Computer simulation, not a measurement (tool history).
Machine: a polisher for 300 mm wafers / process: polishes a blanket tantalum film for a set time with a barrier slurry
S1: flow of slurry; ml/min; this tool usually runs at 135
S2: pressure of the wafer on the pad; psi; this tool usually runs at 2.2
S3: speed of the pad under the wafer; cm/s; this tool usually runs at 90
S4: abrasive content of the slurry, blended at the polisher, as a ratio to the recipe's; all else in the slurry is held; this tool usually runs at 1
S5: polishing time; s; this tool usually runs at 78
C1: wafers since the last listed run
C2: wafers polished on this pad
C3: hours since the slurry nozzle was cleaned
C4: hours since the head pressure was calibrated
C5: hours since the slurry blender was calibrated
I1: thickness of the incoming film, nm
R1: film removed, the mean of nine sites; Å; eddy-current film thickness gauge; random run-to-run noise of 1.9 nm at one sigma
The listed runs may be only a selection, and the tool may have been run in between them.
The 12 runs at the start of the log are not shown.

run    hour   S1   S2  S3    S4  S5    C1    C2     C3     C4     C5     I1    R1
 13   531.2  160  2.2  90     1  78   398   631  192.1  209.2  418.6  467.4  1379
 14     603  135  2.2  90   1.1  78   569  1201  263.9    281  490.4  462.1  1393
      616.7  -- slurry blender recalibrated
 15   648.7  135  2.2  90     1  78   346  1547  309.6  326.7     32  469.8  1442
 16   683.2  135  2.2  76   0.8  78   273  1821  344.1  361.2   66.5  475.8  1213
 17   725.5  155  2.2  90   0.9  78   335  2156  386.4  403.5  108.8  463.5  1369
 18   762.5  135  2.2  90     1  78   293  2450  423.4  440.5  145.8  469.4  1350
 19   797.9  100    3  90  1.25  78   280  2730  458.8  475.9  181.2  474.1  1834
      822.5  -- slurry nozzle cleaned
 20   849.5  135  2.2  90     1  78   401  3132     27  527.5  232.8  471.3  1350
      887.2  -- worn pad replaced by a new one
 21   923.1  135  2.2  80     1  93   551   284  100.6  601.1  306.4  467.4  1469
 22   962.1  100  2.5  90  1.25  78   309   593  139.6  640.1  345.4  469.9  1531
      978.6  -- head pressure recalibrated
     1006.3  -- slurry blender recalibrated
 23  1119.5  135  2.2  90   1.1  78  1216  1810    297  140.9  113.2  474.5  1371
 24  1145.1  135  2.2  90     1  78   203  2013  322.6  166.5  138.8  471.1  1370
 25  1211.9  135  1.5  90     1  91   529  2543  389.4  233.3  205.6  468.6  1096
 26  1261.7  135  2.2  90  1.25  78   394  2938  439.2  283.1  255.4  478.2  1385
 27    1307  135  2.2  70   0.7  78   359  3297  484.5  328.4  300.7  463.9  1092
     1340.3  -- slurry nozzle cleaned
       1347  -- worn pad replaced by a new one
     1398.7  -- slurry blender recalibrated
 28  1415.6  135  2.2  90     1  78   805   528   75.3    437   16.9  464.5  1409
 29  1475.4  150  2.2  60  1.25  78   474  1002  135.1  496.8   76.7  468.6  1095
 30  1527.2  135  2.2  90     1  78   410  1413  186.9  548.6  128.5  463.3  1377

4 options for the next run, each taken on its own from the tool as it stands now. Forecast them:
  A  1527.6  135  2.2  90     1  78   3  1416  187.3  549  128.9  468   ?
  B  1527.6  135  2.2  58     1  59   3  1416  187.3  549  128.9  468   ?
  C  1527.6  165  1.5  58  0.85  78   3  1416  187.3  549  128.9  468   ?
  D  1527.6  170  2.2  90     1  89   3  1416  187.3  549  128.9  468   ?

run    R1
  A  1398
  B   801
  C   730
  D  1634
The same runs, with their run-to-run variation unchanged, on a tool lacking any hidden condition would have given:
run    R1
  A  1453
  B   833
  C   760
  D  1700
